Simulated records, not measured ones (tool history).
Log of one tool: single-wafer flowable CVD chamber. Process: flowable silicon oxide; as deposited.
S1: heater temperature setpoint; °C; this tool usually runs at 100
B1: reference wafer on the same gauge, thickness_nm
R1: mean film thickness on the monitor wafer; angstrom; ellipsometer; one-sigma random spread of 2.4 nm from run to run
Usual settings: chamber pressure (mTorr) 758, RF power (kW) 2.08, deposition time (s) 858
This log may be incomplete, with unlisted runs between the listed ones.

Run 1, hour 0: usual settings; B1 481.086. Result: R1 3627.7 angstrom.
Run 2, hour 45.2: usual settings; B1 482.172. Result: R1 3607.14 angstrom.
Run 3, hour 63.1: usual settings; B1 481.814. Result: R1 3614.88 angstrom.
Run 4, hour 71.7: usual settings; B1 480.665. Result: R1 3616.03 angstrom.
At hour 87.6: showerhead replaced.
Run 5, hour 88.1: usual settings; B1 482.225. Result: R1 3596.26 angstrom.
Run 6, hour 97.6: usual settings; B1 482.155. Result: R1 3602.76 angstrom.
At hour 102.4: gauge calibrated.
At hour 113.2: thermocouple changed; heater temperature recalibrated.
At hour 118.2: RF generator calibrated.
Run 7, hour 118.7: usual settings; B1 481.243. Result: R1 3227.83 angstrom.
Run 8, hour 124.9: usual settings but chamber pressure (mTorr) 871; B1 481.514. Result: R1 3682.39 angstrom.
Run 9, hour 136.5: usual settings but chamber pressure (mTorr) 871; B1 482.067. Result: R1 3709.65 angstrom.
At hour 153.2: thermocouple changed; heater temperature recalibrated, repeated, since the last time left the tool worse.
At hour 155: capacitance manometer re-zeroed and calibrated.
Run 10, hour 155.5: usual settings but S1 92 °C, RF power (kW) 1.885, deposition time (s) 959; B1 482.444. Result: R1 6378.08 angstrom.
Run 11, hour 166: usual settings but RF power (kW) 1.78; B1 481.529. Result: R1 4124.47 angstrom.
Run 12, hour 178.5: usual settings; B1 482.067. Result: R1 4308.75 angstrom.
Run 13, hour 191.4: usual settings; B1 481.087. Result: R1 4243.55 angstrom.
Run 14, hour 200.2: usual settings but RF power (kW) 1.735; B1 483.532. Result: R1 4087.61 angstrom.
Run 15, hour 215.2: usual settings but RF power (kW) 1.965, deposition time (s) 690; B1 481.378. Result: R1 3403.25 angstrom.
Run 16, hour 226.4: usual settings but S1 114 °C, chamber pressure (mTorr) 628, RF power (kW) 2.315, deposition time (s) 794; B1 482.014. Result: R1 2001.71 angstrom.
Run 17, hour 243.5: usual settings but S1 90 °C, chamber pressure (mTorr) 680, RF power (kW) 2.255, deposition time (s) 716; B1 482.54. Result: R1 4720.68 angstrom.
At hour 255: gauge calibrated.
Run 18, hour 259: usual settings; B1 481.968. Result: R1 4215.7 angstrom.
Run 19, hour 270.8: usual settings but S1 89 °C; B1 482.199. Result: R1 6390.51 angstrom.

Forecast each of these 5 alternatives for the next run:
Run A, hour 271.4: usual settings; B1 ?. Result: R1 ?.
Run B, hour 271.4: usual settings but S1 111 °C, chamber pressure (mTorr) 642, RF power (kW) 2.275, deposition time (s) 791; B1 ?. Result: R1 ?.
Run C, hour 271.4: usual settings but S1 111 °C, chamber pressure (mTorr) 710, RF power (kW) 2.325, deposition time (s) 954; B1 ?. Result: R1 ?.
Run D, hour 271.4: usual settings but chamber pressure (mTorr) 896, RF power (kW) 2.335, deposition time (s) 1025; B1 ?. Result: R1 ?.
Run E, hour 271.4: usual settings but RF power (kW) 1.685, deposition time (s) 976; B1 ?. Result: R1 ?.

run       B1       R1
  A  482.445  4183.15
  B  482.445  2204.77
  C  482.445  2952.93
  D  482.445  6041.86
  E  482.445  4473.65
Without the tool's unlogged condition, the same runs would have read:
run       R1
  A  4306.39
  B  2263.98
  C  3032.23
  D  6219.86
  E  4605.45

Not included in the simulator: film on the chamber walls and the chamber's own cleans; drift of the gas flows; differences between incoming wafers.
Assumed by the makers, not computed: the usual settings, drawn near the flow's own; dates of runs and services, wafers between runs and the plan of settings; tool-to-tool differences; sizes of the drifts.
